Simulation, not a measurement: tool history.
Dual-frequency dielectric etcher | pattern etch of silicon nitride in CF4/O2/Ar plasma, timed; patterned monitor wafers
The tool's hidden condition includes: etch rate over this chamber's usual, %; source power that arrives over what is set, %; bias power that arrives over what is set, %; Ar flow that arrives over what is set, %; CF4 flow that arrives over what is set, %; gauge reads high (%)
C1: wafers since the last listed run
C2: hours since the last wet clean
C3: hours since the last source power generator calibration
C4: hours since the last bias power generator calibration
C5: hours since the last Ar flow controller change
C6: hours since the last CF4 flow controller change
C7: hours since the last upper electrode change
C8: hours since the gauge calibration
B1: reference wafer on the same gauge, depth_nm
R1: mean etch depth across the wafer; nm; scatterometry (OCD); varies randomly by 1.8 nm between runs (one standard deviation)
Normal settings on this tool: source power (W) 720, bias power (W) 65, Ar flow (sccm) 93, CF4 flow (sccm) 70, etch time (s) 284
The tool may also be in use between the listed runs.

run 1 hour=0 | source_power_(W)=720 bias_power_(W)=65 Ar_flow_(sccm)=93 CF4_flow_(sccm)=70 etch_time_(s)=284 | C1=0 C2=501.1 C3=3485 C4=1313.4 C5=4079.5 C6=4642.3 C7=2666.9 C8=275.8 | B1=661.6 | R1=730.1
-- hour=14 gauge calibrated
run 2 hour=21.1 | source_power_(W)=720 bias_power_(W)=65 Ar_flow_(sccm)=93 CF4_flow_(sccm)=70 etch_time_(s)=284 | C1=80 C2=522.2 C3=3506.1 C4=1334.5 C5=4100.6 C6=4663.4 C7=2688 C8=7.1 | B1=661.4 | R1=735.4
run 3 hour=48.7 | source_power_(W)=720 bias_power_(W)=59 Ar_flow_(sccm)=93 CF4_flow_(sccm)=70 etch_time_(s)=216.5 | C1=105 C2=549.8 C3=3533.7 C4=1362.1 C5=4128.2 C6=4691 C7=2715.6 C8=34.7 | B1=661.6 | R1=541.1
run 4 hour=80.6 | source_power_(W)=720 bias_power_(W)=59 Ar_flow_(sccm)=93 CF4_flow_(sccm)=70 etch_time_(s)=216.5 | C1=122 C2=581.7 C3=3565.6 C4=1394 C5=4160.1 C6=4722.9 C7=2747.5 C8=66.6 | B1=661.1 | R1=541.1
run 5 hour=97.5 | source_power_(W)=720 bias_power_(W)=59 Ar_flow_(sccm)=93 CF4_flow_(sccm)=70 etch_time_(s)=216.5 | C1=64 C2=598.6 C3=3582.5 C4=1410.9 C5=4177 C6=4739.8 C7=2764.4 C8=83.5 | B1=660.6 | R1=545.3
run 6 hour=116.5 | source_power_(W)=720 bias_power_(W)=65 Ar_flow_(sccm)=93 CF4_flow_(sccm)=70 etch_time_(s)=320.5 | C1=72 C2=617.6 C3=3601.5 C4=1429.9 C5=4196 C6=4758.8 C7=2783.4 C8=102.5 | B1=660.1 | R1=832.7
-- hour=130.2 CF4 flow controller replaced
run 7 hour=135.1 | source_power_(W)=720 bias_power_(W)=65 Ar_flow_(sccm)=93 CF4_flow_(sccm)=77 etch_time_(s)=284 | C1=48 C2=636.2 C3=3620.1 C4=1448.5 C5=4214.6 C6=4.9 C7=2802 C8=121.1 | B1=660.6 | R1=742.2
-- hour=143.9 source power generator calibrated
run 8 hour=158.2 | source_power_(W)=720 bias_power_(W)=65 Ar_flow_(sccm)=93 CF4_flow_(sccm)=77 etch_time_(s)=284 | C1=73 C2=659.3 C3=14.3 C4=1471.6 C5=4237.7 C6=28 C7=2825.1 C8=144.2 | B1=660.8 | R1=742.9
-- hour=185.7 wet clean of the chamber
run 9 hour=186.2 | source_power_(W)=720 bias_power_(W)=65 Ar_flow_(sccm)=76 CF4_flow_(sccm)=78 etch_time_(s)=284 | C1=15 C2=0.5 C3=42.3 C4=1499.6 C5=4265.7 C6=56 C7=2853.1 C8=172.2 | B1=661 | R1=740.8
run 10 hour=218.7 | source_power_(W)=720 bias_power_(W)=65 Ar_flow_(sccm)=100 CF4_flow_(sccm)=57 etch_time_(s)=255.5 | C1=124 C2=33 C3=74.8 C4=1532.1 C5=4298.2 C6=88.5 C7=2885.6 C8=204.7 | B1=661.4 | R1=626.5
run 11 hour=240.2 | source_power_(W)=720 bias_power_(W)=65 Ar_flow_(sccm)=93 CF4_flow_(sccm)=80 etch_time_(s)=284 | C1=82 C2=54.5 C3=96.3 C4=1553.6 C5=4319.7 C6=110 C7=2907.1 C8=226.2 | B1=661.1 | R1=726.4
-- hour=275.5 gauge calibrated
-- hour=284.1 upper electrode replaced
run 12 hour=284.6 | source_power_(W)=820 bias_power_(W)=65 Ar_flow_(sccm)=76 CF4_flow_(sccm)=83 etch_time_(s)=220.5 | C1=78 C2=98.9 C3=140.7 C4=1598 C5=4364.1 C6=154.4 C7=0.5 C8=9.1 | B1=661 | R1=664.2
run 13 hour=285.9 | source_power_(W)=720 bias_power_(W)=65 Ar_flow_(sccm)=93 CF4_flow_(sccm)=70 etch_time_(s)=258.5 | C1=4 C2=100.2 C3=142 C4=1599.3 C5=4365.4 C6=155.7 C7=1.8 C8=10.4 | B1=660.9 | R1=652.1
-- hour=292.4 bias power generator calibrated
-- hour=301.5 Ar flow controller replaced
run 14 hour=307 | source_power_(W)=720 bias_power_(W)=65 Ar_flow_(sccm)=101 CF4_flow_(sccm)=70 etch_time_(s)=284 | C1=42 C2=121.3 C3=163.1 C4=14.6 C5=5.5 C6=176.8 C7=22.9 C8=31.5 | B1=660.5 | R1=709.8
run 15 hour=324.7 | source_power_(W)=720 bias_power_(W)=65 Ar_flow_(sccm)=93 CF4_flow_(sccm)=70 etch_time_(s)=284 | C1=67 C2=139 C3=180.8 C4=32.3 C5=23.2 C6=194.5 C7=40.6 C8=49.2 | B1=661.2 | R1=717.1
run 16 hour=351.1 | source_power_(W)=770 bias_power_(W)=65 Ar_flow_(sccm)=93 CF4_flow_(sccm)=70 etch_time_(s)=341 | C1=101 C2=165.4 C3=207.2 C4=58.7 C5=49.6 C6=220.9 C7=67 C8=75.6 | B1=661.2 | R1=925.1
run 17 hour=372 | source_power_(W)=720 bias_power_(W)=55 Ar_flow_(sccm)=93 CF4_flow_(sccm)=82 etch_time_(s)=339.5 | C1=80 C2=186.3 C3=228.1 C4=79.6 C5=70.5 C6=241.8 C7=87.9 C8=96.5 | B1=661.6 | R1=829.7
run 18 hour=402 | source_power_(W)=720 bias_power_(W)=65 Ar_flow_(sccm)=85 CF4_flow_(sccm)=70 etch_time_(s)=284 | C1=114 C2=216.3 C3=258.1 C4=109.6 C5=100.5 C6=271.8 C7=117.9 C8=126.5 | B1=661.6 | R1=730.7

Each row is a separate what-if for the run after 18, all from the same tool condition, not one after another. Results?
run A hour=402.5 | source_power_(W)=720 bias_power_(W)=65 Ar_flow_(sccm)=93 CF4_flow_(sccm)=70 etch_time_(s)=284 | C1=1 C2=216.8 C3=258.6 C4=110.1 C5=101 C6=272.3 C7=118.4 C8=127 | B1=? | R1=?
run B hour=402.5 | source_power_(W)=720 bias_power_(W)=77 Ar_flow_(sccm)=93 CF4_flow_(sccm)=70 etch_time_(s)=316.5 | C1=1 C2=216.8 C3=258.6 C4=110.1 C5=101 C6=272.3 C7=118.4 C8=127 | B1=? | R1=?
run C hour=402.5 | source_power_(W)=620 bias_power_(W)=65 Ar_flow_(sccm)=93 CF4_flow_(sccm)=70 etch_time_(s)=363 | C1=1 C2=216.8 C3=258.6 C4=110.1 C5=101 C6=272.3 C7=118.4 C8=127 | B1=? | R1=?
run D hour=402.5 | source_power_(W)=720 bias_power_(W)=65 Ar_flow_(sccm)=86 CF4_flow_(sccm)=70 etch_time_(s)=284 | C1=1 C2=216.8 C3=258.6 C4=110.1 C5=101 C6=272.3 C7=118.4 C8=127 | B1=? | R1=?
run E hour=402.5 | source_power_(W)=720 bias_power_(W)=65 Ar_flow_(sccm)=71 CF4_flow_(sccm)=75 etch_time_(s)=224 | C1=1 C2=216.8 C3=258.6 C4=110.1 C5=101 C6=272.3 C7=118.4 C8=127 | B1=? | R1=?

run=A B1=661 R1=724.5
run=B B1=661 R1=857.6
run=C B1=661 R1=790.2
run=D B1=661 R1=731.1
run=E B1=661 R1=592.7
Take away the tool's hidden state, keep each run's random variation, and the runs would have read:
run=A R1=721.2
run=B R1=853.8
run=C R1=786.7
run=D R1=727.8
run=E R1=590.1

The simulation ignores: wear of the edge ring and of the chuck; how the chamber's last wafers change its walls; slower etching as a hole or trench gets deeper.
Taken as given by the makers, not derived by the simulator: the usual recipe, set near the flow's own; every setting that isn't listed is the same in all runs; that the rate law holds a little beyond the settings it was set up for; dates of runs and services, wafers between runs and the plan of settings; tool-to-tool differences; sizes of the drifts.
